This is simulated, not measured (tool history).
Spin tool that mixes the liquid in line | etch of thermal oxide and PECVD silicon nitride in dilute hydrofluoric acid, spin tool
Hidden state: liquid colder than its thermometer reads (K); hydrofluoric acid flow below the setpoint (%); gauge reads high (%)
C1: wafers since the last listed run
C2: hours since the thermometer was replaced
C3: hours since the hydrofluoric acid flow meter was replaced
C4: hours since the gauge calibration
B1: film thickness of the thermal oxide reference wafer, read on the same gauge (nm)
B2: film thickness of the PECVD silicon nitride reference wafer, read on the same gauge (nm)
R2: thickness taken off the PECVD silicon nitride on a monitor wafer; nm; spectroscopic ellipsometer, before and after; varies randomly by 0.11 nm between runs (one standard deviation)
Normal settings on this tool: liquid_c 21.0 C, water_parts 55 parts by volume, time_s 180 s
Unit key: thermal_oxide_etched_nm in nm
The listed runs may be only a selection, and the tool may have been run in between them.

run 1 hour=0.0 | liquid_c=19.5 water_parts=55 time_s=180 | C1=0 C2=59.3 C3=30.2 C4=400.3 | B1=109.99 B2=100.01 | thermal_oxide_etched_nm=14.52 R2=10.92
run 2 hour=6.7 | liquid_c=21.0 water_parts=55 time_s=235 | C1=49 C2=66.0 C3=36.9 C4=407.0 | B1=110.00 B2=99.99 | thermal_oxide_etched_nm=20.11 R2=15.93
run 3 hour=21.2 | liquid_c=21.0 water_parts=55 time_s=180 | C1=106 C2=80.5 C3=51.4 C4=421.5 | B1=110.00 B2=99.99 | thermal_oxide_etched_nm=15.53 R2=12.28
run 4 hour=35.6 | liquid_c=21.0 water_parts=55 time_s=180 | C1=105 C2=94.9 C3=65.8 C4=435.9 | B1=109.99 B2=100.02 | thermal_oxide_etched_nm=15.47 R2=12.18
run 5 hour=42.6 | liquid_c=24.0 water_parts=65 time_s=230 | C1=51 C2=101.9 C3=72.8 C4=442.9 | B1=110.01 B2=100.00 | thermal_oxide_etched_nm=18.42 R2=16.33
run 6 hour=54.5 | liquid_c=21.0 water_parts=65 time_s=180 | C1=87 C2=113.8 C3=84.7 C4=454.8 | B1=109.99 B2=100.01 | thermal_oxide_etched_nm=12.94 R2=10.39
run 7 hour=70.5 | liquid_c=18.5 water_parts=55 time_s=180 | C1=117 C2=129.8 C3=100.7 C4=470.8 | B1=110.00 B2=100.02 | thermal_oxide_etched_nm=13.83 R2=10.57
-- hour=83.5 gauge calibrated
run 8 hour=87.9 | liquid_c=17.0 water_parts=35 time_s=285 | C1=127 C2=147.2 C3=118.1 C4=4.4 | B1=109.98 B2=99.99 | thermal_oxide_etched_nm=32.84 R2=22.63
run 9 hour=97.3 | liquid_c=21.0 water_parts=55 time_s=180 | C1=68 C2=156.6 C3=127.5 C4=13.8 | B1=109.99 B2=99.99 | thermal_oxide_etched_nm=15.17 R2=12.19
run 10 hour=113.1 | liquid_c=21.0 water_parts=40 time_s=90 | C1=115 C2=172.4 C3=143.3 C4=29.6 | B1=110.03 B2=100.00 | thermal_oxide_etched_nm=10.69 R2=8.27
run 11 hour=130.2 | liquid_c=25.5 water_parts=45 time_s=100 | C1=125 C2=189.5 C3=160.4 C4=46.7 | B1=109.99 B2=100.00 | thermal_oxide_etched_nm=12.73 R2=11.19
run 12 hour=143.3 | liquid_c=21.0 water_parts=55 time_s=180 | C1=95 C2=202.6 C3=173.5 C4=59.8 | B1=110.01 B2=99.97 | thermal_oxide_etched_nm=15.52 R2=12.44
run 13 hour=161.1 | liquid_c=18.5 water_parts=80 time_s=220 | C1=130 C2=220.4 C3=191.3 C4=77.6 | B1=110.02 B2=99.99 | thermal_oxide_etched_nm=11.25 R2=8.82
run 14 hour=170.3 | liquid_c=21.0 water_parts=55 time_s=180 | C1=67 C2=229.6 C3=200.5 C4=86.8 | B1=110.00 B2=99.97 | thermal_oxide_etched_nm=15.37 R2=12.28
run 15 hour=176.5 | liquid_c=18.5 water_parts=80 time_s=180 | C1=45 C2=235.8 C3=206.7 C4=93.0 | B1=110.01 B2=99.99 | thermal_oxide_etched_nm=9.25 R2=7.17
run 16 hour=190.4 | liquid_c=21.0 water_parts=55 time_s=220 | C1=101 C2=249.7 C3=220.6 C4=106.9 | B1=110.01 B2=100.02 | thermal_oxide_etched_nm=18.73 R2=15.08
run 17 hour=198.2 | liquid_c=21.0 water_parts=55 time_s=180 | C1=57 C2=257.5 C3=228.4 C4=114.7 | B1=109.98 B2=100.01 | thermal_oxide_etched_nm=15.34 R2=12.21
run 18 hour=238.1 | liquid_c=18.5 water_parts=35 time_s=90 | C1=292 C2=297.4 C3=268.3 C4=154.6 | B1=110.02 B2=100.00 | thermal_oxide_etched_nm=11.06 R2=7.88
run 19 hour=250.3 | liquid_c=17.0 water_parts=40 time_s=250 | C1=89 C2=309.6 C3=280.5 C4=166.8 | B1=110.03 B2=100.00 | thermal_oxide_etched_nm=24.78 R2=17.61
run 20 hour=257.0 | liquid_c=21.0 water_parts=55 time_s=180 | C1=49 C2=316.3 C3=287.2 C4=173.5 | B1=109.99 B2=100.00 | thermal_oxide_etched_nm=15.21 R2=12.23
run 21 hour=269.0 | liquid_c=21.0 water_parts=55 time_s=180 | C1=87 C2=328.3 C3=299.2 C4=185.5 | B1=110.00 B2=100.00 | thermal_oxide_etched_nm=15.33 R2=12.06
run 22 hour=282.6 | liquid_c=21.0 water_parts=85 time_s=180 | C1=99 C2=341.9 C3=312.8 C4=199.1 | B1=110.03 B2=100.01 | thermal_oxide_etched_nm=9.50 R2=7.90
run 23 hour=297.5 | liquid_c=17.0 water_parts=70 time_s=75 | C1=109 C2=356.8 C3=327.7 C4=214.0 | B1=110.00 B2=100.05 | thermal_oxide_etched_nm=4.14 R2=3.05
run 24 hour=314.9 | liquid_c=18.0 water_parts=45 time_s=220 | C1=127 C2=374.2 C3=345.1 C4=231.4 | B1=110.00 B2=99.98 | thermal_oxide_etched_nm=20.22 R2=14.68
run 25 hour=323.4 | liquid_c=17.5 water_parts=25 time_s=235 | C1=62 C2=382.7 C3=353.6 C4=239.9 | B1=109.99 B2=100.00 | thermal_oxide_etched_nm=39.00 R2=26.48
run 26 hour=341.4 | liquid_c=17.5 water_parts=25 time_s=235 | C1=131 C2=400.7 C3=371.6 C4=257.9 | B1=110.01 B2=100.00 | thermal_oxide_etched_nm=38.75 R2=26.77
run 27 hour=354.4 | liquid_c=25.0 water_parts=45 time_s=180 | C1=95 C2=413.7 C3=384.6 C4=270.9 | B1=109.98 B2=99.97 | thermal_oxide_etched_nm=22.11 R2=19.44

Consider 3 possible next runs. They are alternatives, not a sequence: every one starts from the tool as it was left by run 27. What does each give?
run A hour=354.9 | liquid_c=21.0 water_parts=55 time_s=125 | C1=3 C2=414.2 C3=385.1 C4=271.4 | B1=? B2=? | thermal_oxide_etched_nm=? R2=?
run B hour=354.9 | liquid_c=17.0 water_parts=80 time_s=270 | C1=3 C2=414.2 C3=385.1 C4=271.4 | B1=? B2=? | thermal_oxide_etched_nm=? R2=?
run C hour=354.9 | liquid_c=19.0 water_parts=55 time_s=180 | C1=3 C2=414.2 C3=385.1 C4=271.4 | B1=? B2=? | thermal_oxide_etched_nm=? R2=?

run=A B1=109.98 B2=100.01 thermal_oxide_etched_nm=10.57 R2=8.42
run=B B1=109.98 B2=100.01 thermal_oxide_etched_nm=12.87 R2=9.56
run=C B1=109.98 B2=100.01 thermal_oxide_etched_nm=13.98 R2=10.55
Without the tool's hidden state the same runs would have given:
run=A thermal_oxide_etched_nm=10.81 R2=8.60
run=B thermal_oxide_etched_nm=13.17 R2=9.76
run=C thermal_oxide_etched_nm=14.30 R2=10.77

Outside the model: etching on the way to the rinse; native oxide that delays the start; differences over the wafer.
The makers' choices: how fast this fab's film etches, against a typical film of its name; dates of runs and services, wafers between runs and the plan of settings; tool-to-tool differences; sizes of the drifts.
